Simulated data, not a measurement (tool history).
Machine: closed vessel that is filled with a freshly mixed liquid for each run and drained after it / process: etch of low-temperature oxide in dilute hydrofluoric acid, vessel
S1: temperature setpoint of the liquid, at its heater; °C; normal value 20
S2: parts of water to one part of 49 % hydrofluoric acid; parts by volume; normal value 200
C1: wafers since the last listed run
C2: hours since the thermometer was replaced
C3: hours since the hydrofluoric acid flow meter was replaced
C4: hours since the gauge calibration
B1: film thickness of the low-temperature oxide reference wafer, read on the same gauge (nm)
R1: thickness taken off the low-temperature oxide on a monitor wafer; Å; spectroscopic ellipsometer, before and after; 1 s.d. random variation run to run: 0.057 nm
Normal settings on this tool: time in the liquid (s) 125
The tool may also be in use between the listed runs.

Run 1, day 0: usual settings; C1 0; C2 922.2; C3 769.8; C4 515.4; B1 50.01. Result: R1 60.6 Å.
Run 2, day 1.212: usual settings; C1 3506; C2 951.3; C3 798.9; C4 544.5; B1 49.99. Result: R1 58.1 Å.
At day 1.458: thermometer replaced.
Run 3, day 2.092: usual settings; C1 2421; C2 15.2; C3 820; C4 565.6; B1 49.98. Result: R1 63.2 Å.
Run 4, day 3.338: usual settings; C1 3602; C2 45.1; C3 849.9; C4 595.5; B1 50. Result: R1 64.5 Å.
At day 3.517: gauge calibrated.
Run 5, day 3.85: usual settings; C1 1482; C2 57.4; C3 862.2; C4 8; B1 50.04. Result: R1 63.9 Å.
Run 6, day 4.567: usual settings; C1 2072; C2 74.6; C3 879.4; C4 25.2; B1 50.02. Result: R1 64.1 Å.
Run 7, day 5.975: usual settings; C1 4072; C2 108.4; C3 913.2; C4 59; B1 50.04. Result: R1 63.7 Å.
Run 8, day 7.45: usual settings; C1 4265; C2 143.8; C3 948.6; C4 94.4; B1 50.03. Result: R1 62.3 Å.
Run 9, day 8.804: usual settings but time in the liquid (s) 165; C1 3915; C2 176.3; C3 981.1; C4 126.9; B1 50.02. Result: R1 83.5 Å.
Run 10, day 9.696: usual settings but S1 17 °C, S2 130 parts by volume, time in the liquid (s) 80; C1 2578; C2 197.7; C3 1002.5; C4 148.3; B1 50.02. Result: R1 58.4 Å.
Run 11, day 10.646: usual settings but S1 22.5 °C, S2 230 parts by volume, time in the liquid (s) 180; C1 2747; C2 220.5; C3 1025.3; C4 171.1; B1 49.99. Result: R1 82.8 Å.
Run 12, day 11.425: usual settings but S2 110 parts by volume, time in the liquid (s) 50; C1 2253; C2 239.2; C3 1044; C4 189.8; B1 49.99. Result: R1 50.1 Å.
Run 13, day 12.033: usual settings; C1 1759; C2 253.8; C3 1058.6; C4 204.4; B1 49.99. Result: R1 62.6 Å.
Run 14, day 12.65: usual settings but S1 17.5 °C, S2 270 parts by volume, time in the liquid (s) 85; C1 1783; C2 268.6; C3 1073.4; C4 219.2; B1 49.98. Result: R1 26.7 Å.
Run 15, day 13.379: usual settings; C1 2108; C2 286.1; C3 1090.9; C4 236.7; B1 49.98. Result: R1 61.8 Å.
Run 16, day 14.512: usual settings; C1 3277; C2 313.3; C3 1118.1; C4 263.9; B1 49.99. Result: R1 61.3 Å.
Run 17, day 15.633: usual settings but S2 245 parts by volume, time in the liquid (s) 160; C1 3241; C2 340.2; C3 1145; C4 290.8; B1 50.02. Result: R1 61.5 Å.

Expected results for the next run?
Run 18, day 16.658: usual settings but S1 23 °C, S2 120 parts by volume; C1 2964; C2 364.8; C3 1169.6; C4 315.4; B1 ?. Result: R1 ?.

{"run 18": {"B1": 49.97, "R1": 125.1}}
On a tool with no hidden condition, and with the same random variation, this run would have come out at R1 137.8 Å.

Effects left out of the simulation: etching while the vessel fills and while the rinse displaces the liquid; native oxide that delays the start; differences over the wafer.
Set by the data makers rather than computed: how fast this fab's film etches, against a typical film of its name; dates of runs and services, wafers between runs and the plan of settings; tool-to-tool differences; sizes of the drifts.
